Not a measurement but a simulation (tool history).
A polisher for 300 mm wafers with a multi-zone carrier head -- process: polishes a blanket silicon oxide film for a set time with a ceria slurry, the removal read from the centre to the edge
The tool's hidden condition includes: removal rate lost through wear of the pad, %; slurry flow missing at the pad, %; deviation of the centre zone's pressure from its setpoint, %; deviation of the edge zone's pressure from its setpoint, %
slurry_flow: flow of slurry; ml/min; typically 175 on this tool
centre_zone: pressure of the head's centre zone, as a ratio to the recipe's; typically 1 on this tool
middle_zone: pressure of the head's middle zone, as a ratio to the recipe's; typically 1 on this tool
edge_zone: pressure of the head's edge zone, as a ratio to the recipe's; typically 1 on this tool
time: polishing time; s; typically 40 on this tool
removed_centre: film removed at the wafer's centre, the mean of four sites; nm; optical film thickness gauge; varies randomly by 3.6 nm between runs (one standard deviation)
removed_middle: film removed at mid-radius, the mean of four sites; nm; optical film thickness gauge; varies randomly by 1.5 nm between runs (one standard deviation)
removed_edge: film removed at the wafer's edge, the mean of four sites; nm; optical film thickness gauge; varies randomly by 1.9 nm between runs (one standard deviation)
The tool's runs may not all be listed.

| run | hour | slurry_flow | centre_zone | middle_zone | edge_zone | time | wafers since the last listed run | wafers polished on this pad | hours since the slurry nozzle was cleaned | hours since the centre zone pressure was calibrated | hours since the edge zone pressure was calibrated | hours since the carrier head's membrane was replaced | incoming thickness of the incoming film, nm | removed_centre | removed_middle | removed_edge |
|---|---|---|---|---|---|---|---|---|---|---|---|---|---|---|---|---|
| 1 | 0 | 175 | 1 | 1 | 0.94 | 40 | 0 | 351 | 76 | 1539.1 | 548.9 | 574.5 | 1300.4 | 235.5 | 226.8 | 228.3 |
| 2 | 9.3 | 175 | 1 | 1 | 1 | 40 | 62 | 413 | 85.3 | 1548.4 | 558.2 | 583.8 | 1318.7 | 231.1 | 229.5 | 234 |
| 3 | 19.3 | 155 | 0.89 | 1.1 | 1 | 34 | 67 | 481 | 95.3 | 1558.4 | 568.2 | 593.8 | 1300.5 | 169.5 | 204.4 | 192.6 |
| 4 | 26 | 225 | 1 | 1 | 1 | 40 | 45 | 526 | 102 | 1565.1 | 574.9 | 600.5 | 1308.7 | 233.6 | 236.4 | 237.9 |
| 5 | 39.6 | 175 | 1 | 1 | 1.1 | 30 | 91 | 618 | 115.6 | 1578.7 | 588.5 | 614.1 | 1295.6 | 168.5 | 170.2 | 184.2 |
|  | 45 | worn pad replaced by a new one |
| 6 | 49.6 | 175 | 1 | 1 | 1 | 40 | 40 | 30 | 125.6 | 1588.7 | 598.5 | 624.1 | 1301.5 | 222.3 | 223.8 | 232.3 |
|  | 53.3 | edge zone pressure recalibrated |
| 7 | 59.7 | 175 | 1.06 | 0.93 | 1 | 40 | 54 | 85 | 135.7 | 1598.8 | 6.4 | 634.2 | 1313.2 | 235 | 209.7 | 231.6 |
|  | 70.5 | centre zone pressure recalibrated |
| 8 | 71 | 225 | 1 | 1 | 1 | 46 | 62 | 148 | 147 | 0.5 | 17.7 | 645.5 | 1296.4 | 273.9 | 267.7 | 273.3 |
| 9 | 76.6 | 175 | 1 | 1 | 1 | 40 | 37 | 186 | 152.6 | 6.1 | 23.3 | 651.1 | 1309.7 | 224.6 | 225.4 | 230.3 |
| 10 | 84.9 | 200 | 1 | 1 | 0.95 | 40 | 56 | 242 | 160.9 | 14.4 | 31.6 | 659.4 | 1312.8 | 230.4 | 230.9 | 227.5 |
| 11 | 103.8 | 175 | 1 | 1 | 1 | 40 | 127 | 369 | 179.8 | 33.3 | 50.5 | 678.3 | 1312.7 | 221.4 | 224.7 | 232.7 |
|  | 121.2 | carrier head's membrane replaced by a new one |
| 12 | 121.7 | 175 | 1 | 1 | 1.07 | 32 | 87 | 456 | 197.7 | 51.2 | 68.4 | 0.5 | 1300.1 | 180 | 178.7 | 190.1 |
| 13 | 127.8 | 175 | 0.91 | 1 | 1.1 | 40 | 41 | 498 | 203.8 | 57.3 | 74.5 | 6.6 | 1298 | 204.2 | 221.8 | 237.2 |
| 14 | 141.9 | 220 | 0.91 | 1 | 0.94 | 35 | 95 | 593 | 217.9 | 71.4 | 88.6 | 20.7 | 1277.7 | 186.9 | 200.8 | 201.2 |
|  | 147.3 | worn pad replaced by a new one |
|  | 148.9 | slurry nozzle cleaned |
| 15 | 149.4 | 230 | 1.1 | 0.94 | 1 | 33 | 16 | 7 | 0.5 | 78.9 | 96.1 | 28.2 | 1314.6 | 229.2 | 193.7 | 203.5 |
| 16 | 161.9 | 175 | 0.89 | 1 | 1 | 32 | 84 | 91 | 13 | 91.4 | 108.6 | 40.7 | 1283.1 | 171.2 | 190.7 | 190.4 |
| 17 | 172.4 | 175 | 1 | 1 | 1 | 40 | 70 | 162 | 23.5 | 101.9 | 119.1 | 51.2 | 1272.4 | 235.4 | 234 | 237 |
| 18 | 184.7 | 230 | 1 | 1.1 | 1.08 | 48 | 83 | 245 | 35.8 | 114.2 | 131.4 | 63.5 | 1295.3 | 293.7 | 315 | 299.8 |
| 19 | 195.5 | 190 | 0.95 | 1.08 | 1 | 52 | 72 | 318 | 46.6 | 125 | 142.2 | 74.3 | 1299.6 | 294.2 | 326 | 307.7 |
| 20 | 205.2 | 130 | 1 | 1 | 0.94 | 40 | 65 | 384 | 56.3 | 134.7 | 151.9 | 84 | 1318.1 | 216.5 | 214.6 | 217.1 |
| 21 | 221.9 | 220 | 1 | 1 | 1.04 | 47 | 112 | 496 | 73 | 151.4 | 168.6 | 100.7 | 1280 | 278.1 | 278.4 | 285.7 |
| 22 | 231.7 | 175 | 1 | 0.96 | 1.05 | 40 | 66 | 563 | 82.8 | 161.2 | 178.4 | 110.5 | 1272.4 | 219.5 | 217.8 | 237.1 |
|  | 242.9 | worn pad replaced by a new one |
| 23 | 243.8 | 175 | 1.07 | 0.95 | 1 | 40 | 54 | 5 | 94.9 | 173.3 | 190.5 | 122.6 | 1293.3 | 236.3 | 214.2 | 229 |

Predict each of these 3 candidate next runs independently; none follows another, all start after run 23:
| A | 244.2 | 175 | 1 | 1 | 1 | 27 | 2 | 8 | 95.3 | 173.7 | 190.9 | 123 | 1313.7 | ? | ? | ? |
| B | 244.2 | 190 | 1.08 | 1 | 0.94 | 40 | 2 | 8 | 95.3 | 173.7 | 190.9 | 123 | 1313.7 | ? | ? | ? |
| C | 244.2 | 150 | 0.97 | 1.1 | 0.89 | 40 | 2 | 8 | 95.3 | 173.7 | 190.9 | 123 | 1313.7 | ? | ? | ? |

| run | removed_centre | removed_middle | removed_edge |
|---|---|---|---|
| A | 148.4 | 152 | 156.7 |
| B | 240.8 | 228.8 | 228 |
| C | 205.8 | 236.5 | 214.7 |
Stripped of hidden state, with their random variation kept, the same runs would have yielded:
| run | removed_centre | removed_middle | removed_edge |
|---|---|---|---|
| A | 162.7 | 164.9 | 166.1 |
| B | 262.4 | 246.9 | 240.8 |
| C | 228.6 | 259.2 | 228.9 |

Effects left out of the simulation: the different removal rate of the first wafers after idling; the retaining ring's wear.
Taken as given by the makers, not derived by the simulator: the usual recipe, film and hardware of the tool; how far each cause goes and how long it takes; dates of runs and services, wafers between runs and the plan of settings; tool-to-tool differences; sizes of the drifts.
